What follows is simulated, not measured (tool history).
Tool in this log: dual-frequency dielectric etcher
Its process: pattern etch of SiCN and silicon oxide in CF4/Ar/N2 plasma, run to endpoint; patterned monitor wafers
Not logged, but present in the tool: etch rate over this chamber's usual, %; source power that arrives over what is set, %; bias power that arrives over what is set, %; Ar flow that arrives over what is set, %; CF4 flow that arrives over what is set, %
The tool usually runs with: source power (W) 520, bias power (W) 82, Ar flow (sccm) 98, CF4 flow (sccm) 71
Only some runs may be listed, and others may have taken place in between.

run	hour	source power (W)	bias power (W)	Ar flow (sccm)	CF4 flow (sccm)	wafers since the last listed run	hours since the last wet clean	hours since the last source power generator calibration	hours since the last bias power generator calibration	hours since the last Ar flow controller change	hours since the last CF4 flow controller change	hours since the last upper electrode change	incoming incoming film thickness, nm	endpoint time (s)
1	0.0	520	82	98	76	0	566.3	2819.7	1487.5	4471.7	1279.3	4694.8	10.02	9.9
2	18.7	520	68	98	71	308	585.0	2838.4	1506.2	4490.4	1298.0	4713.5	10.07	10.6
3	33.3	520	68	98	71	240	599.6	2853.0	1520.8	4505.0	1312.6	4728.1	9.92	10.4
4	49.6	520	82	98	71	268	615.9	2869.3	1537.1	4521.3	1328.9	4744.4	9.98	10.0
5	81.0	520	82	98	71	517	647.3	2900.7	1568.5	4552.7	1360.3	4775.8	10.06	10.0
6	111.0	520	82	98	71	494	677.3	2930.7	1598.5	4582.7	1390.3	4805.8	9.94	9.9
# hour 128.0: Ar flow controller replaced
# hour 142.6: wet clean of the chamber
7	143.1	520	82	98	71	189	0.5	2962.8	1630.6	15.1	1422.4	4837.9	9.95	10.2
8	161.0	520	82	98	71	295	18.4	2980.7	1648.5	33.0	1440.3	4855.8	10.01	10.4
9	178.5	590	82	98	71	288	35.9	2998.2	1666.0	50.5	1457.8	4873.3	10.03	9.0
# hour 231.1: CF4 flow controller replaced
# hour 235.4: upper electrode replaced
10	235.9	520	82	98	71	776	93.3	3055.6	1723.4	107.9	4.8	0.5	10.01	10.3
11	246.7	460	90	120	79	178	104.1	3066.4	1734.2	118.7	15.6	11.3	9.94	11.8
# hour 279.2: wet clean of the chamber, repeated, since the last time left the tool worse
12	279.7	520	68	98	71	148	0.5	3099.4	1767.2	151.7	48.6	44.3	10.08	10.4
13	298.3	520	82	81	71	306	19.1	3118.0	1785.8	170.3	67.2	62.9	9.97	9.4
# hour 326.3: bias power generator calibrated
14	326.8	520	92	116	80	403	47.6	3146.5	0.5	198.8	95.7	91.4	10.11	9.6
15	337.3	650	82	98	77	173	58.1	3157.0	11.0	209.3	106.2	101.9	10.04	7.6
16	365.8	460	70	115	57	469	86.6	3185.5	39.5	237.8	134.7	130.4	10.04	12.2
17	386.7	520	82	98	62	344	107.5	3206.4	60.4	258.7	155.6	151.3	10.00	9.8
18	414.9	440	89	120	71	464	135.7	3234.6	88.6	286.9	183.8	179.5	9.97	11.8
# hour 456.5: source power generator calibrated
19	513.9	590	98	77	84	1566	234.7	57.4	187.6	385.9	282.8	278.5	9.99	7.7
20	531.5	610	82	98	66	290	252.3	75.0	205.2	403.5	300.4	296.1	10.02	8.2
21	565.7	520	82	98	71	563	286.5	109.2	239.4	437.7	334.6	330.3	9.97	9.7
22	598.4	520	82	98	71	539	319.2	141.9	272.1	470.4	367.3	363.0	10.03	9.8
23	621.6	520	75	98	62	382	342.4	165.1	295.3	493.6	390.5	386.2	10.01	10.2

5 options for the next run, each taken on its own from the tool as it stands now. Forecast them:
A	622.0	520	82	98	71	6	342.8	165.5	295.7	494.0	390.9	386.6	10.04	?
B	622.0	410	82	98	56	6	342.8	165.5	295.7	494.0	390.9	386.6	10.04	?
C	622.0	650	82	98	71	6	342.8	165.5	295.7	494.0	390.9	386.6	10.04	?
D	622.0	520	98	98	63	6	342.8	165.5	295.7	494.0	390.9	386.6	10.04	?
E	622.0	410	91	98	71	6	342.8	165.5	295.7	494.0	390.9	386.6	10.04	?

run	endpoint time (s)
A	9.9
B	13.2
C	7.8
D	9.4
E	12.5
Without the tool's hidden state the same runs would have given:
run	endpoint time (s)
A	9.7
B	13.0
C	7.6
D	9.3
E	12.4
